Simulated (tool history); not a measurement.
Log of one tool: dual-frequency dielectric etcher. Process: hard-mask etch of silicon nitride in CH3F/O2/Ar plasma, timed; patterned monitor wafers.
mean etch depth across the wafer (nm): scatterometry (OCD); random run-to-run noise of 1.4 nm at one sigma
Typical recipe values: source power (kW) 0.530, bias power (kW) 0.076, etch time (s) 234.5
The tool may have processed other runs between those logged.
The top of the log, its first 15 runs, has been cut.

| run | hour | source power (kW) | bias power (kW) | etch time (s) | read-back reference wafer on the same gauge, depth_nm | mean etch depth across the wafer (nm) |
|---|---|---|---|---|---|---|
| 16 | 1250.8 | 0.530 | 0.076 | 304.0 | 234.1 | 258.5 |
|  | 1332.8 | gauge calibrated |
| 17 | 1338.4 | 0.530 | 0.076 | 234.5 | 234.4 | 199.4 |
| 18 | 1397.2 | 0.620 | 0.057 | 298.5 | 233.9 | 234.7 |
| 19 | 1466.3 | 0.530 | 0.076 | 234.5 | 234.4 | 196.0 |
| 20 | 1526.1 | 0.530 | 0.076 | 234.5 | 234.4 | 198.9 |
| 21 | 1585.6 | 0.530 | 0.058 | 234.5 | 233.8 | 173.4 |
| 22 | 1625.7 | 0.650 | 0.062 | 261.0 | 234.4 | 216.0 |
|  | 1692.1 | wet clean of the chamber |
| 23 | 1692.6 | 0.530 | 0.076 | 234.5 | 234.2 | 198.0 |
| 24 | 1889.0 | 0.530 | 0.076 | 257.5 | 234.3 | 216.7 |
| 25 | 1937.7 | 0.530 | 0.076 | 275.0 | 234.0 | 233.2 |
| 26 | 1996.0 | 0.530 | 0.076 | 255.0 | 234.1 | 220.2 |
| 27 | 2092.9 | 0.490 | 0.061 | 280.0 | 234.4 | 207.4 |
| 28 | 2174.2 | 0.530 | 0.076 | 234.5 | 233.6 | 199.2 |
|  | 2226.5 | wet clean of the chamber |
| 29 | 2232.6 | 0.530 | 0.076 | 234.5 | 234.1 | 197.9 |
| 30 | 2283.5 | 0.530 | 0.076 | 234.5 | 234.0 | 199.3 |
| 31 | 2386.6 | 0.630 | 0.088 | 274.5 | 233.6 | 267.7 |

Predict each of these 3 candidate next runs independently; none follows another, all start after run 31:
| A | 2387.1 | 0.410 | 0.076 | 234.5 | ? | ? |
| B | 2387.1 | 0.430 | 0.084 | 275.0 | ? | ? |
| C | 2387.1 | 0.530 | 0.090 | 201.0 | ? | ? |

| run | read-back reference wafer on the same gauge, depth_nm | mean etch depth across the wafer (nm) |
|---|---|---|
| A | 234.4 | 181.5 |
| B | 234.4 | 227.3 |
| C | 234.4 | 185.6 |
Had the tool no hidden state, the same runs would have come out as:
| run | mean etch depth across the wafer (nm) |
|---|---|
| A | 181.5 |
| B | 227.3 |
| C | 185.6 |
